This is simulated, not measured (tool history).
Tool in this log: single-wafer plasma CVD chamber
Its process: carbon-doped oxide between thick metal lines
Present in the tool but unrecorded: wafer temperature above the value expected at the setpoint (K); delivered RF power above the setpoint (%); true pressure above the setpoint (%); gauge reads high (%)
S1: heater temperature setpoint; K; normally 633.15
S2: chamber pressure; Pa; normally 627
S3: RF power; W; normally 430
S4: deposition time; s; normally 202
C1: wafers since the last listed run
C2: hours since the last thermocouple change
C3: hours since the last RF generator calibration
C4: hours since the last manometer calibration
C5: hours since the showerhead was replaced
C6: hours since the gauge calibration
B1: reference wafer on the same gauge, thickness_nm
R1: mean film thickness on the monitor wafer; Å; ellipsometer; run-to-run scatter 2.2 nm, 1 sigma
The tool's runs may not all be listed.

Run 1, hour 0: usual settings; C1 0; C2 121.9; C3 27.1; C4 23.2; C5 0.5; C6 2207.6; B1 1000.41. Result: R1 9205.17 Å.
Run 2, hour 63.6: usual settings; C1 587; C2 185.5; C3 90.7; C4 86.8; C5 64.1; C6 2271.2; B1 1001.758. Result: R1 9219.47 Å.
Run 3, hour 101.6: usual settings but S2 691 Pa; C1 350; C2 223.5; C3 128.7; C4 124.8; C5 102.1; C6 2309.2; B1 1001.318. Result: R1 9321.49 Å.
Run 4, hour 151: usual settings but S2 691 Pa; C1 456; C2 272.9; C3 178.1; C4 174.2; C5 151.5; C6 2358.6; B1 1001.255. Result: R1 9291.02 Å.
Run 5, hour 219.8: usual settings but S2 691 Pa; C1 635; C2 341.7; C3 246.9; C4 243; C5 220.3; C6 2427.4; B1 1000.923. Result: R1 9351.01 Å.
Run 6, hour 251.3: usual settings; C1 290; C2 373.2; C3 278.4; C4 274.5; C5 251.8; C6 2458.9; B1 1001.158. Result: R1 9211.92 Å.
At hour 281.1: gauge calibrated.
Run 7, hour 303.9: usual settings; C1 485; C2 425.8; C3 331; C4 327.1; C5 304.4; C6 22.8; B1 1000.91. Result: R1 9231.33 Å.
Run 8, hour 368: usual settings; C1 592; C2 489.9; C3 395.1; C4 391.2; C5 368.5; C6 86.9; B1 1000.765. Result: R1 9208.56 Å.
Run 9, hour 432.2: usual settings but S1 621.15 K; C1 592; C2 554.1; C3 459.3; C4 455.4; C5 432.7; C6 151.1; B1 1001.159. Result: R1 9479.43 Å.
Run 10, hour 499.1: usual settings but S2 712 Pa, S3 465 W; C1 617; C2 621; C3 526.2; C4 522.3; C5 499.6; C6 218; B1 1000.786. Result: R1 9811.2 Å.
Run 11, hour 535.7: usual settings but S4 180 s; C1 338; C2 657.6; C3 562.8; C4 558.9; C5 536.2; C6 254.6; B1 1000.197. Result: R1 8230.18 Å.
Run 12, hour 590.7: usual settings but S4 220 s; C1 507; C2 712.6; C3 617.8; C4 613.9; C5 591.2; C6 309.6; B1 1001.478. Result: R1 10037.35 Å.
Run 13, hour 659.8: usual settings; C1 638; C2 781.7; C3 686.9; C4 683; C5 660.3; C6 378.7; B1 1001.36. Result: R1 9221.69 Å.
Run 14, hour 721.1: usual settings but S4 175 s; C1 566; C2 843; C3 748.2; C4 744.3; C5 721.6; C6 440; B1 1002.102. Result: R1 7970.96 Å.
Run 15, hour 791.1: usual settings but S2 553 Pa; C1 646; C2 913; C3 818.2; C4 814.3; C5 791.6; C6 510; B1 1000.932. Result: R1 9027.09 Å.
Run 16, hour 816.9: usual settings but S1 619.15 K, S2 765 Pa, S3 495 W, S4 166 s; C1 238; C2 938.8; C3 844; C4 840.1; C5 817.4; C6 535.8; B1 1000.519. Result: R1 8557.97 Å.
Run 17, hour 906.7: usual settings but S3 350 W, S4 236 s; C1 829; C2 1028.6; C3 933.8; C4 929.9; C5 907.2; C6 625.6; B1 1000.79. Result: R1 9656.95 Å.
Run 18, hour 962: usual settings but S1 623.15 K, S3 380 W, S4 177 s; C1 510; C2 1083.9; C3 989.1; C4 985.2; C5 962.5; C6 680.9; B1 1001.643. Result: R1 7693.44 Å.
Run 19, hour 1009.2: usual settings; C1 435; C2 1131.1; C3 1036.3; C4 1032.4; C5 1009.7; C6 728.1; B1 1001.437. Result: R1 9151.63 Å.
At hour 1026.7: RF generator calibrated.
Run 20, hour 1063.5: usual settings but S1 623.15 K, S3 490 W, S4 179 s; C1 427; C2 1185.4; C3 36.8; C4 1086.7; C5 1064; C6 782.4; B1 1000.699. Result: R1 8993.46 Å.
Run 21, hour 1128.4: usual settings but S1 644.15 K; C1 599; C2 1250.3; C3 101.7; C4 1151.6; C5 1128.9; C6 847.3; B1 1001.158. Result: R1 9078.56 Å.
Run 22, hour 1185.4: usual settings but S2 712 Pa; C1 526; C2 1307.3; C3 158.7; C4 1208.6; C5 1185.9; C6 904.3; B1 999.676. Result: R1 9462.07 Å.
Run 23, hour 1218.9: usual settings; C1 309; C2 1340.8; C3 192.2; C4 1242.1; C5 1219.4; C6 937.8; B1 1001.903. Result: R1 9269.98 Å.
Run 24, hour 1257.3: usual settings; C1 354; C2 1379.2; C3 230.6; C4 1280.5; C5 1257.8; C6 976.2; B1 1000.547. Result: R1 9327.5 Å.
Run 25, hour 1314.4: usual settings but S1 619.15 K; C1 527; C2 1436.3; C3 287.7; C4 1337.6; C5 1314.9; C6 1033.3; B1 1000.333. Result: R1 9577.82 Å.
Run 26, hour 1361.7: usual settings; C1 436; C2 1483.6; C3 335; C4 1384.9; C5 1362.2; C6 1080.6; B1 1001.441. Result: R1 9269.8 Å.
Run 27, hour 1396.4: usual settings but S2 537 Pa, S3 345 W, S4 242 s; C1 320; C2 1518.3; C3 369.7; C4 1419.6; C5 1396.9; C6 1115.3; B1 1000.606. Result: R1 9784.83 Å.

For each run, what was the tool's unlogged condition?
wafer temperature above the value expected at the setpoint (K): 0 at every run
gauge reads high (%): 0 at every run
H1: delivered RF power above the setpoint (%)
H2: true pressure above the setpoint (%)
run      H1      H2
  1  -0.615  -0.437
  2  -0.635   0.242
  3  -0.656   0.621
  4  -0.696    1.08
  5  -0.773    1.68
  6  -0.816    1.93
  7    -0.9    2.34
  8   -1.02    2.79
  9   -1.17     3.2
 10   -1.34     3.6
 11   -1.44     3.8
 12   -1.61    4.08
 13   -1.85    4.41
 14   -2.08    4.68
 15   -2.36    4.95
 16   -2.48    5.05
 17   -2.89    5.36
 18   -3.17    5.53
 19   -3.42    5.67
 20  -0.257    5.81
 21   -0.28    5.98
 22  -0.319    6.11
 23   -0.35    6.18
 24  -0.392    6.26
 25   -0.47    6.37
 26  -0.547    6.45
 27  -0.611    6.51
